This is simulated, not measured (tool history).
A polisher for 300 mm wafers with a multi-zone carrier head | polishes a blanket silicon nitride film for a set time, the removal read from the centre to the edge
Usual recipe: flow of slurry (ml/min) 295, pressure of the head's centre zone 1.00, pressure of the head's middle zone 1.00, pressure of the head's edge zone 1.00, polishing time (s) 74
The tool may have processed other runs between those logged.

run	hour	flow of slurry (ml/min)	pressure of the head's centre zone	pressure of the head's middle zone	pressure of the head's edge zone	polishing time (s)	incoming thickness of the incoming film, nm	film removed at the wafer's centre (Å)	film removed at mid-radius (Å)	film removed at the wafer's edge (Å)
1	0.0	295	1.00	1.00	1.00	74	402.3	1532	1433	1433
# hour 11.8: centre zone pressure recalibrated
2	24.7	295	1.00	1.00	1.00	74	398.2	1409	1437	1414
# hour 63.2: worn pad replaced by a new one
3	66.2	295	1.00	0.92	1.00	83	398.5	1593	1485	1592
4	106.3	295	1.00	0.92	1.00	83	405.0	1592	1500	1620
5	162.8	295	1.00	1.00	1.00	74	399.3	1470	1395	1406
# hour 219.2: worn pad replaced by a new one
# hour 230.6: carrier head's membrane replaced by a new one
6	231.1	295	1.00	1.00	1.00	74	404.3	1481	1387	1394
7	251.7	345	1.00	1.00	1.00	56	406.3	1186	1085	1104
8	288.8	395	1.00	0.94	1.00	74	402.4	1623	1378	1454
# hour 310.0: centre zone pressure recalibrated
# hour 365.0: worn pad replaced by a new one
9	367.5	295	1.00	1.00	1.00	74	399.4	1380	1383	1370
# hour 391.6: edge zone pressure recalibrated
# hour 392.4: slurry nozzle cleaned
10	517.3	265	1.00	1.00	1.00	74	392.6	1467	1452	1442
# hour 525.9: worn pad replaced by a new one
11	554.2	295	0.94	1.08	1.00	74	397.5	1500	1528	1451
# hour 592.0: centre zone pressure recalibrated
12	613.7	255	1.00	0.88	1.00	74	401.5	1364	1247	1387
13	664.4	295	0.93	1.00	1.10	95	404.4	1674	1816	1925
# hour 672.6: worn pad replaced by a new one
14	716.3	340	1.09	1.00	1.00	85	399.3	1832	1677	1661
15	750.5	375	1.00	1.00	1.06	53	403.8	1086	1037	1042

What if the next run were any one of these 5? Each begins from the tool's condition after run 15:
A	750.9	295	1.10	1.00	1.00	74	402.6	?	?	?
B	750.9	355	1.12	1.04	1.00	85	402.6	?	?	?
C	750.9	295	1.05	1.04	0.95	54	402.6	?	?	?
D	750.9	370	1.00	1.07	1.00	74	402.6	?	?	?
E	750.9	295	1.09	1.07	0.96	87	402.6	?	?	?

run	film removed at the wafer's centre (Å)	film removed at mid-radius (Å)	film removed at the wafer's edge (Å)
A	1610	1420	1406
B	1949	1733	1651
C	1122	1068	1009
D	1525	1553	1443
E	1876	1759	1630
With the hidden condition removed and each run's random variation left untouched, the same runs would have given:
run	film removed at the wafer's centre (Å)	film removed at mid-radius (Å)	film removed at the wafer's edge (Å)
A	1639	1524	1482
B	1957	1837	1725
C	1142	1147	1063
D	1526	1641	1505
E	1911	1888	1718
